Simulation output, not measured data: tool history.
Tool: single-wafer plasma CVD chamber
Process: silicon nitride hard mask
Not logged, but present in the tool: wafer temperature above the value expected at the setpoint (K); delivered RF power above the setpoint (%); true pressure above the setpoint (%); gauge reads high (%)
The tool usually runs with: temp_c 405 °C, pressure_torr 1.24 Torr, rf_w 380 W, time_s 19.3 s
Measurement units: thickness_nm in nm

run,hour,temp_c,pressure_torr,rf_w,time_s,wafers since the last listed run,hours since the last thermocouple change,hours since the last RF generator calibration,hours since the last manometer calibration,hours since the showerhead was replaced,hours since the gauge calibration,"read-back reference wafer on the same gauge, thickness_nm",thickness_nm
1,0,405,1.3,380,19.3,0,2788.1,1514.6,1946.6,7951,40.7,19.395,22.736
2,9.6,405,1.3,380,19.3,247,2797.7,1524.2,1956.2,7960.6,50.3,19.381,22.801
3,25.4,405,1.24,380,19.3,406,2813.5,1540,1972,7976.4,66.1,19.408,22.642
4,32.3,405,1.24,380,19.3,177,2820.4,1546.9,1978.9,7983.3,73,19.385,22.543
5,48.1,405,1.24,380,19.3,406,2836.2,1562.7,1994.7,7999.1,88.8,19.39,22.449
# hour 61.6: thermocouple changed; heater temperature recalibrated
# hour 61.6: showerhead replaced
6,62.1,393,1.24,380,19.3,153,0.5,1576.7,2008.7,0.5,102.8,19.39,22.616
7,69.6,393,1.24,380,19.3,193,8,1584.2,2016.2,8,110.3,19.401,22.71
8,76.4,405,1.24,380,19.3,175,14.8,1591,2023,14.8,117.1,19.367,22.636
# hour 77.2: gauge calibrated
9,90.3,394,1.32,320,16.1,357,28.7,1604.9,2036.9,28.7,13.1,19.393,16.516
# hour 102.6: capacitance manometer re-zeroed and calibrated
# hour 105.8: RF generator calibrated
10,106.3,413,1.24,380,17.1,123,44.7,0.5,3.7,44.7,29.1,19.386,20.046
11,143.3,393,1.24,380,19.3,952,81.7,37.5,40.7,81.7,66.1,19.361,22.64
12,154.6,405,1.38,400,19.3,290,93,48.8,52,93,77.4,19.409,24.093
# hour 167.8: gauge calibrated
13,167.8,405,1.24,305,19.3,339,106.2,62,65.2,106.2,0,19.397,18.586
14,178.5,405,1.24,335,19.3,275,116.9,72.7,75.9,116.9,10.7,19.379,20.288

Entry by entry between the runs, the difference in hidden state between the last listed run before and the first listed run after:
From run 5 to run 6: thermocouple changed; heater temperature recalibrated (hour 61.6); showerhead replaced (hour 61.6)
  no hidden state differs between the two runs
From run 8 to run 9: gauge calibrated (hour 77.2)
  no hidden state differs between the two runs
From run 9 to run 10: capacitance manometer re-zeroed and calibrated (hour 102.6); RF generator calibrated (hour 105.8)
  no hidden state differs between the two runs
From run 12 to run 13: gauge calibrated (hour 167.8)
  no hidden state differs between the two runs

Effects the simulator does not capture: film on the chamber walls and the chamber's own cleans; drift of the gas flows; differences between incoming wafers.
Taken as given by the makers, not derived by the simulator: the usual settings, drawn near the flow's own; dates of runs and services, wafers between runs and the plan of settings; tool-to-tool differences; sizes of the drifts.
